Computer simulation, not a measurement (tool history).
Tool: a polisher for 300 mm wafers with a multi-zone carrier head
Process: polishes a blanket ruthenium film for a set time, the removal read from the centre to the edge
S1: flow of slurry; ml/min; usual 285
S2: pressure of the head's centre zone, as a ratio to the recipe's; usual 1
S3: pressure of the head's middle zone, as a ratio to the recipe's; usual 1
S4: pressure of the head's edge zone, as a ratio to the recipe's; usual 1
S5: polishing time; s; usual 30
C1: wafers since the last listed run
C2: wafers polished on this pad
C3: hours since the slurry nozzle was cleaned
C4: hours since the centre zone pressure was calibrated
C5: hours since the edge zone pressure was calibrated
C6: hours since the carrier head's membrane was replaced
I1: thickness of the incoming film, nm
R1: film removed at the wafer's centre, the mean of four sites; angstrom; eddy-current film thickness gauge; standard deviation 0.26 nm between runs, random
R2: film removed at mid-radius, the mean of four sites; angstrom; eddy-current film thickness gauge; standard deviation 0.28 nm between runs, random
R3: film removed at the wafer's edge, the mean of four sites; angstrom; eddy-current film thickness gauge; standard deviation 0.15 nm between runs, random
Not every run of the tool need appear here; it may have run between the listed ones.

run    hour   S1    S2    S3    S4  S5    C1     C2     C3     C4     C5      C6     I1   R1   R2   R3
  1       0  285  1.05     1     1  30     0   5579  417.9  502.1  661.6  1149.1  618.7  225  208  217
  2    99.3  250  1.12     1     1  30  1418   6997  517.2  601.4  760.9  1248.4  626.4  240  198  212
  3   157.8  285  1.12     1     1  39   835   7833  575.7  659.9  819.4  1306.9  628.3  312  269  277
  4   225.2  315     1     1  1.12  30   962   8796  643.1  727.3  886.8  1374.3  632.5  202  209  220
      240.3  -- edge zone pressure recalibrated
      258.6  -- slurry nozzle cleaned
      271.3  -- centre zone pressure recalibrated
  5   288.3  285     1  0.91     1  30   829   9626   29.7     17     48  1437.4  625.2  215  193  221
  6   354.5  285     1     1     1  30   945  10571   95.9   83.2  114.2  1503.6  620.9  211  218  221
      366.4  -- worn pad replaced by a new one
  7   448.2  325  0.93     1  0.88  30  1281   1168  189.6  176.9  207.9  1597.3  629.1  194  218  217
      496.1  -- carrier head's membrane replaced by a new one
  8   514.5  315     1     1     1  30   875   2043  255.9  243.2  274.2    18.4  634.9  217  222  222
  9   593.3  355  0.92   1.1     1  27  1125   3169  334.7    322    353    97.2    630  169  225  200
 10   643.4  380  1.09     1  1.04  27   715   3885  384.8  372.1  403.1   147.3    629  223  200  205
 11     749  285     1     1     1  36  1508   5393  490.4  477.7  508.7   252.9  628.3  248  255  264
 12   802.3  285     1     1  1.05  30   761   6154  543.7    531    562   306.2  624.5  204  205  217
 13   842.2  225     1     1     1  30   569   6724  583.6  570.9  601.9   346.1  622.8  194  204  207
 14   904.8  285  0.95     1     1  30   894   7618  646.2  633.5  664.5   408.7  643.6  190  205  209
 15   973.3  250  1.12     1     1  30   978   8597  714.7    702    733   477.2    628  221  196  203
     1014.2  -- slurry nozzle cleaned
     1030.2  -- centre zone pressure recalibrated
 16  1048.4  350     1     1     1  30  1029   9626   34.2   18.2  808.1   552.3  635.2  224  226  227
     1059.4  -- worn pad replaced by a new one
     1092.5  -- edge zone pressure recalibrated
 17  1109.8  285     1     1     1  30   791    690   95.6   79.6   17.3   613.7    625  215  221  223
 18  1168.4  205  0.95     1  1.03  21   837   1527  154.2  138.2   75.9   672.3  625.1  130  147  153
 19  1239.3  285     1  0.96  1.11  30  1012   2540  225.1  209.1  146.8   743.2  639.8  207  208  232
 20  1316.8  285     1     1     1  30  1106   3647  302.6  286.6  224.3   820.7  620.2  212  214  219
 21  1376.5  370     1     1     1  37   852   4499  362.3  346.3    284   880.4  626.2  269  274  276
 22  1421.7  285     1     1     1  30   645   5145  407.5  391.5  329.2   925.6  626.2  207  213  221

Here are 4 independent what-if runs from the current tool condition. What would each one return?
  A  1422.1  285     1     1     1  30   5  5151  407.9  391.9  329.6  926  634.6   ?   ?   ?
  B  1422.1  350     1   0.9     1  24   5  5151  407.9  391.9  329.6  926  634.6   ?   ?   ?
  C  1422.1  380  1.04  1.07  1.06  30   5  5151  407.9  391.9  329.6  926  634.6   ?   ?   ?
  D  1422.1  215     1     1     1  37   5  5151  407.9  391.9  329.6  926  634.6   ?   ?   ?

run   R1   R2   R3
  A  209  215  216
  B  172  150  176
  C  231  245  226
  D  246  253  257
With the hidden condition removed and each run's random variation left untouched, the same runs would have given:
run   R1   R2   R3
  A  214  219  219
  B  175  153  178
  C  235  248  228
  D  253  260  262
